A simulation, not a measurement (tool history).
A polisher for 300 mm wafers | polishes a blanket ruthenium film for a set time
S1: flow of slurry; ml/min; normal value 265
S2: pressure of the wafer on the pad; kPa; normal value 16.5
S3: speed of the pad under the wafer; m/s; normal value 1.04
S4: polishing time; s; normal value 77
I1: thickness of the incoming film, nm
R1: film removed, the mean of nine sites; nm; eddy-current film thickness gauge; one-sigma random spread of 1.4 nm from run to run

run	hour	S1	S2	S3	S4	I1	R1
1	0.0	265	16.5	0.88	77	299.3	102.7
2	36.6	265	16.5	0.88	77	298.9	99.9
3	62.2	265	16.5	1.04	77	295.3	114.0
# hour 92.6: head pressure recalibrated
4	114.9	265	16.5	1.04	97	303.1	138.5
5	160.7	265	16.5	1.04	97	304.5	134.4
# hour 178.0: worn pad replaced by a new one
6	202.0	265	16.5	1.04	97	300.0	151.4
7	248.5	265	15.2	1.04	77	300.5	109.2
# hour 277.7: slurry nozzle cleaned
8	287.7	265	16.5	1.04	77	300.7	119.4
9	344.1	265	16.5	1.04	77	295.7	114.0
# hour 375.7: worn pad replaced by a new one
10	393.6	265	16.5	0.80	77	298.8	95.8
11	419.9	265	16.5	1.04	77	300.4	118.7
12	447.3	265	16.5	1.04	77	297.9	116.3
# hour 569.8: worn pad replaced by a new one
# hour 608.1: slurry nozzle cleaned
13	626.4	265	16.5	0.90	95	297.4	131.0
14	666.2	265	13.8	1.04	60	295.1	78.3
15	730.1	265	18.6	1.32	77	301.3	160.8
16	794.6	265	16.5	0.78	70	303.8	72.6
# hour 806.5: worn pad replaced by a new one
# hour 835.7: head pressure recalibrated
17	860.5	265	16.5	1.04	77	304.4	114.5
18	895.9	265	16.5	1.20	92	296.1	152.5
# hour 898.7: slurry nozzle cleaned
19	954.0	190	16.5	1.04	51	303.9	72.2
20	1001.8	235	13.1	0.82	95	305.6	83.7
# hour 1026.0: worn pad replaced by a new one
21	1070.7	305	14.5	1.22	89	297.5	146.8

4 options for the next run, each taken on its own from the tool as it stands now. Forecast them:
A	1071.1	265	16.5	1.04	77	298.7	?
B	1071.1	335	14.5	0.74	50	298.7	?
C	1071.1	265	16.5	1.36	77	298.7	?
D	1071.1	265	19.3	1.04	77	298.7	?

run	R1
A	122.6
B	51.1
C	160.3
D	143.0
Without the tool's unlogged condition, the same runs would have read:
run	R1
A	131.1
B	54.2
C	171.4
D	152.9
